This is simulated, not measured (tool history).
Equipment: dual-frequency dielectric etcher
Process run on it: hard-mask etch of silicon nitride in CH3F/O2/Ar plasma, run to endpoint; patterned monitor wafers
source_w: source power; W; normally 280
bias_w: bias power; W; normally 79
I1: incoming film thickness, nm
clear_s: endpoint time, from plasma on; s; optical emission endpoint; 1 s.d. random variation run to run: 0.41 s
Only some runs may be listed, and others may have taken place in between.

Run 1, hour 0.0: usual settings; I1 36.16. Result: clear_s 58.5 s.
Run 2, hour 32.3: usual settings; I1 35.65. Result: clear_s 58.2 s.
Run 3, hour 57.3: usual settings; I1 35.90. Result: clear_s 58.8 s.
Run 4, hour 106.5: usual settings; I1 35.63. Result: clear_s 57.1 s.
Run 5, hour 171.3: usual settings; I1 36.12. Result: clear_s 58.3 s.
Run 6, hour 218.1: usual settings; I1 35.75. Result: clear_s 57.0 s.
Run 7, hour 263.9: usual settings; I1 35.59. Result: clear_s 56.1 s.
At hour 299.8: wet clean of the chamber.
Run 8, hour 307.4: usual settings; I1 35.69. Result: clear_s 60.2 s.
Run 9, hour 340.0: usual settings; I1 35.69. Result: clear_s 58.8 s.
Run 10, hour 398.3: usual settings; I1 36.09. Result: clear_s 59.2 s.
Run 11, hour 438.7: usual settings but source_w 240 W, bias_w 71 W; I1 35.96. Result: clear_s 65.1 s.
Run 12, hour 468.4: usual settings but source_w 250 W, bias_w 63 W; I1 35.91. Result: clear_s 66.2 s.
Run 13, hour 508.9: usual settings but bias_w 97 W; I1 35.97. Result: clear_s 56.2 s.
Run 14, hour 569.1: usual settings but source_w 330 W, bias_w 88 W; I1 36.14. Result: clear_s 54.1 s.
Run 15, hour 598.3: usual settings but source_w 330 W, bias_w 69 W; I1 35.84. Result: clear_s 56.6 s.
Run 16, hour 650.7: usual settings; I1 35.91. Result: clear_s 58.2 s.
At hour 736.1: wet clean of the chamber.
Run 17, hour 813.4: usual settings but source_w 300 W, bias_w 86 W; I1 35.75. Result: clear_s 56.3 s.
Run 18, hour 841.4: usual settings but source_w 230 W, bias_w 85 W; I1 35.65. Result: clear_s 62.9 s.
Run 19, hour 897.2: usual settings but source_w 220 W, bias_w 96 W; I1 35.99. Result: clear_s 61.0 s.
At hour 918.3: source power generator calibrated.
At hour 956.4: upper electrode replaced.
Run 20, hour 986.3: usual settings; I1 35.47. Result: clear_s 58.3 s.
Run 21, hour 1054.7: usual settings; I1 35.43. Result: clear_s 57.2 s.
Run 22, hour 1084.3: usual settings but source_w 230 W, bias_w 63 W; I1 35.69. Result: clear_s 64.8 s.
Run 23, hour 1136.5: usual settings but source_w 330 W, bias_w 87 W; I1 35.71. Result: clear_s 52.6 s.
At hour 1188.7: bias power generator calibrated.
At hour 1218.9: wet clean of the chamber.
Run 24, hour 1219.4: usual settings but source_w 320 W, bias_w 70 W; I1 35.36. Result: clear_s 58.7 s.
Run 25, hour 1381.9: usual settings but source_w 340 W, bias_w 88 W; I1 36.07. Result: clear_s 54.0 s.
Run 26, hour 1419.5: usual settings; I1 35.80. Result: clear_s 58.6 s.
Run 27, hour 1463.3: usual settings but source_w 300 W, bias_w 85 W; I1 35.84. Result: clear_s 55.5 s.
Run 28, hour 1498.0: usual settings but source_w 340 W; I1 35.58. Result: clear_s 54.5 s.
Run 29, hour 1537.6: usual settings; I1 35.20. Result: clear_s 56.6 s.

The next listed run, before its measurement:
Run 30, hour 1572.9: usual settings; I1 35.72. Result: clear_s ?.

clear_s: 58.7 s
With the hidden condition absent and the run-to-run variation left alone, this run would have shown clear_s 60.8 s.
